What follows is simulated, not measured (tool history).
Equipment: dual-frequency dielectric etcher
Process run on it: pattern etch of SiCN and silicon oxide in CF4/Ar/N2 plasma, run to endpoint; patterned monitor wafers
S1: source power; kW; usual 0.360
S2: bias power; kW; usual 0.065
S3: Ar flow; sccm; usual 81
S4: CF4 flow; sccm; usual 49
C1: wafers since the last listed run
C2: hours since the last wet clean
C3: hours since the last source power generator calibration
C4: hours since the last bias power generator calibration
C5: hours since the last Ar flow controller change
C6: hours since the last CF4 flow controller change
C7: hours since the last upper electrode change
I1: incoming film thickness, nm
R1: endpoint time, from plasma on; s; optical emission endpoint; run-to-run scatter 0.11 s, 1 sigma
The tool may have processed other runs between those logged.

run	hour	S1	S2	S3	S4	C1	C2	C3	C4	C5	C6	C7	I1	R1
1	0.0	0.360	0.065	81	40	0	418.2	43.7	23.2	1739.9	2333.3	28.7	12.80	19.1
2	99.3	0.360	0.065	81	40	1784	517.5	143.0	122.5	1839.2	2432.6	128.0	12.90	19.4
3	175.1	0.360	0.065	81	40	1361	593.3	218.8	198.3	1915.0	2508.4	203.8	12.71	19.0
# hour 228.0: wet clean of the chamber
4	272.9	0.360	0.065	81	57	1325	44.9	316.6	296.1	2012.8	2606.2	301.6	12.61	17.8
# hour 349.9: Ar flow controller replaced
5	359.0	0.360	0.065	81	49	1439	131.0	402.7	382.2	9.1	2692.3	387.7	12.75	18.3
6	464.7	0.290	0.056	66	45	1899	236.7	508.4	487.9	114.8	2798.0	493.4	12.93	23.0
# hour 524.1: CF4 flow controller replaced
7	624.2	0.360	0.065	81	40	2757	396.2	667.9	647.4	274.3	100.1	652.9	12.85	19.1
8	859.4	0.420	0.065	81	49	4225	631.4	903.1	882.6	509.5	335.3	888.1	12.80	16.9
# hour 920.9: wet clean of the chamber
9	921.4	0.330	0.049	88	44	682	0.5	965.1	944.6	571.5	397.3	950.1	12.81	26.0
10	975.0	0.360	0.065	100	49	963	54.1	1018.7	998.2	625.1	450.9	1003.7	12.77	19.2
11	1041.6	0.440	0.065	86	49	1196	120.7	1085.3	1064.8	691.7	517.5	1070.3	12.75	16.6
12	1140.3	0.440	0.065	81	41	1773	219.4	1184.0	1163.5	790.4	616.2	1169.0	12.86	17.0
13	1203.0	0.430	0.052	72	49	1126	282.1	1246.7	1226.2	853.1	678.9	1231.7	12.90	19.6
14	1292.7	0.360	0.065	81	49	1611	371.8	1336.4	1315.9	942.8	768.6	1321.4	12.80	18.3
15	1398.0	0.360	0.065	81	49	1891	477.1	1441.7	1421.2	1048.1	873.9	1426.7	12.64	18.2

Run 16 comes next. What will it give?
16	1500.6	0.300	0.052	81	56	1843	579.7	1544.3	1523.8	1150.7	976.5	1529.3	12.68	?

For run 16 the tool returned R1 23.8 s.
Were there no unlogged condition in the tool, this run, its random variation unchanged, would have produced R1 23.9 s.
